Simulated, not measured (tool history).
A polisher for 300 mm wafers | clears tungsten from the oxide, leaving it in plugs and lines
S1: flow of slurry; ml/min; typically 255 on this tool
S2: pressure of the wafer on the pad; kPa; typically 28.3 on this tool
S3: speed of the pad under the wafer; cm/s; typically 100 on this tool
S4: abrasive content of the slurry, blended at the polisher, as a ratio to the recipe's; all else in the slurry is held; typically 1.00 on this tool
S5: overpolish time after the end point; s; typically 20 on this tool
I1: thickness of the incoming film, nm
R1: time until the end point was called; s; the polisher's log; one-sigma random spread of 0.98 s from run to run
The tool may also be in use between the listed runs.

| run | day | S1 | S2 | S3 | S4 | S5 | I1 | R1 |
|---|---|---|---|---|---|---|---|---|
| 1 | 0.000 | 255 | 28.3 | 100 | 1.00 | 20 | 538.4 | 80.1 |
|  | 3.575 | head pressure recalibrated |
| 2 | 4.238 | 255 | 28.3 | 100 | 1.00 | 20 | 550.5 | 91.5 |
|  | 4.879 | slurry blender recalibrated |
| 3 | 8.675 | 255 | 33.8 | 100 | 1.00 | 20 | 544.7 | 74.4 |
| 4 | 12.496 | 255 | 33.8 | 100 | 1.00 | 20 | 545.2 | 73.9 |
| 5 | 14.312 | 255 | 33.8 | 100 | 1.00 | 20 | 534.7 | 71.5 |
| 6 | 16.321 | 255 | 28.3 | 100 | 1.00 | 12 | 540.7 | 86.0 |
| 7 | 19.258 | 255 | 28.3 | 100 | 1.00 | 20 | 541.6 | 83.9 |
| 8 | 20.800 | 255 | 28.3 | 100 | 1.00 | 20 | 532.6 | 82.5 |
|  | 21.721 | slurry tank refilled with fresh slurry and peroxide |
| 9 | 24.704 | 255 | 28.3 | 100 | 1.10 | 20 | 547.4 | 83.4 |
|  | 25.775 | worn pad replaced by a new one |
|  | 27.204 | slurry blender recalibrated |
|  | 27.300 | slurry nozzle cleaned |
| 10 | 27.812 | 325 | 28.3 | 90 | 1.00 | 20 | 538.6 | 91.8 |
| 11 | 29.325 | 255 | 28.3 | 70 | 1.15 | 20 | 542.3 | 116.8 |
| 12 | 32.612 | 210 | 28.3 | 100 | 1.00 | 29 | 542.9 | 86.9 |
| 13 | 34.667 | 255 | 28.3 | 114 | 1.10 | 20 | 542.2 | 71.7 |
| 14 | 37.925 | 255 | 20.0 | 134 | 1.00 | 25 | 536.2 | 82.1 |
| 15 | 39.679 | 255 | 18.6 | 110 | 1.00 | 23 | 543.7 | 109.4 |
| 16 | 43.962 | 175 | 34.5 | 100 | 1.00 | 20 | 538.8 | 70.3 |
|  | 44.796 | slurry tank refilled with fresh slurry and peroxide |
|  | 45.379 | worn pad replaced by a new one |
| 17 | 47.779 | 255 | 28.3 | 100 | 1.00 | 20 | 547.5 | 82.6 |
|  | 49.279 | slurry blender recalibrated |
| 18 | 50.992 | 295 | 28.3 | 100 | 1.20 | 9 | 546.7 | 77.8 |
|  | 51.238 | head pressure recalibrated |
| 19 | 53.900 | 255 | 28.3 | 100 | 1.20 | 20 | 535.1 | 83.2 |
| 20 | 55.917 | 255 | 28.3 | 100 | 1.00 | 20 | 535.6 | 85.0 |
| 21 | 60.054 | 255 | 28.3 | 100 | 1.00 | 20 | 540.7 | 85.0 |
|  | 66.279 | worn pad replaced by a new one |
|  | 68.142 | slurry nozzle cleaned |
|  | 69.496 | slurry tank refilled with fresh slurry and peroxide |
|  | 69.542 | slurry blender recalibrated |
| 22 | 70.588 | 255 | 28.3 | 100 | 1.30 | 23 | 542.7 | 75.9 |
| 23 | 74.350 | 255 | 28.3 | 100 | 1.00 | 12 | 552.5 | 85.8 |
| 24 | 78.525 | 255 | 28.3 | 100 | 1.00 | 9 | 541.3 | 81.6 |
| 25 | 80.075 | 255 | 28.3 | 100 | 1.00 | 20 | 538.2 | 80.6 |

5 options for the next run, each taken on its own from the tool as it stands now. Forecast them:
| A | 80.096 | 215 | 28.3 | 100 | 1.00 | 20 | 546.0 | ? |
| B | 80.096 | 255 | 37.9 | 100 | 1.00 | 20 | 546.0 | ? |
| C | 80.096 | 285 | 25.5 | 100 | 1.00 | 20 | 546.0 | ? |
| D | 80.096 | 255 | 28.3 | 100 | 0.75 | 20 | 546.0 | ? |
| E | 80.096 | 290 | 28.3 | 100 | 1.25 | 14 | 546.0 | ? |

| run | R1 |
|---|---|
| A | 82.7 |
| B | 61.6 |
| C | 87.8 |
| D | 85.7 |
| E | 76.1 |
Had the tool no hidden state, the same runs would have come out as:
| run | R1 |
|---|---|
| A | 91.3 |
| B | 68.0 |
| C | 96.9 |
| D | 94.6 |
| E | 84.0 |
